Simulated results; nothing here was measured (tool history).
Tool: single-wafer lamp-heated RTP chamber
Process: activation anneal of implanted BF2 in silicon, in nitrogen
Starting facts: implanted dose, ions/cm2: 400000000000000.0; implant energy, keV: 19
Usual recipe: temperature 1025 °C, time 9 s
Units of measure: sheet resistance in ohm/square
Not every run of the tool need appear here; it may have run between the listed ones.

run	day	temperature	time	read-back reference wafer on the same gauge, sheet resistance	sheet resistance
1	0.000	1025	9	341.01	300.91
2	0.467	1025	9	341.18	301.33
3	0.879	1025	9	340.93	299.55
4	1.471	1025	11	341.23	299.95
5	2.508	1025	12	340.90	297.96
6	3.096	1025	12	341.07	297.98
7	3.388	1025	9	341.02	299.55
# day 3.454: gauge calibrated
8	3.896	1025	9	341.02	299.54
9	4.292	1025	9	341.17	299.90
10	4.788	1025	9	341.03	299.37
11	5.375	1025	9	341.04	299.35
12	5.721	998	13	341.11	302.62
13	6.358	1003	11	341.02	301.93
# day 7.242: pyrometer window cleaned and pyrometer calibrated
14	7.262	1025	9	340.98	302.69
15	7.454	1040	5	340.97	301.98
16	8.179	1051	9	341.10	296.39
# day 8.533: reflector plate cleaned
17	8.662	1045	9	341.03	297.72
# day 9.192: gauge calibrated
18	9.362	1008	13	340.85	302.52
19	9.962	1036	9	341.00	298.32
20	10.296	1025	14	340.99	297.46
21	10.883	998	4	341.14	312.33

For each run, the measured value with the value that run would have given without the tool's hidden condition subtracted. The run-to-run variation is shared by both, the gauge scatter possibly not:
Hidden conditions of the tool in this case: true wafer temperature minus pyrometer reading, K; wafer temperature error from the tarnished reflector plate, K; gauge reads high (%).
run	sheet resistance
1	-1.33
2	-1.46
3	-1.57
4	-1.80
5	-2.14
6	-2.31
7	-2.26
8	-2.40
9	-2.51
10	-2.65
11	-2.81
12	-3.93
13	-3.47
14	-0.14
15	-0.17
16	-0.36
17	-0.50
18	-0.76
19	-0.88
20	-1.06
21	-2.42
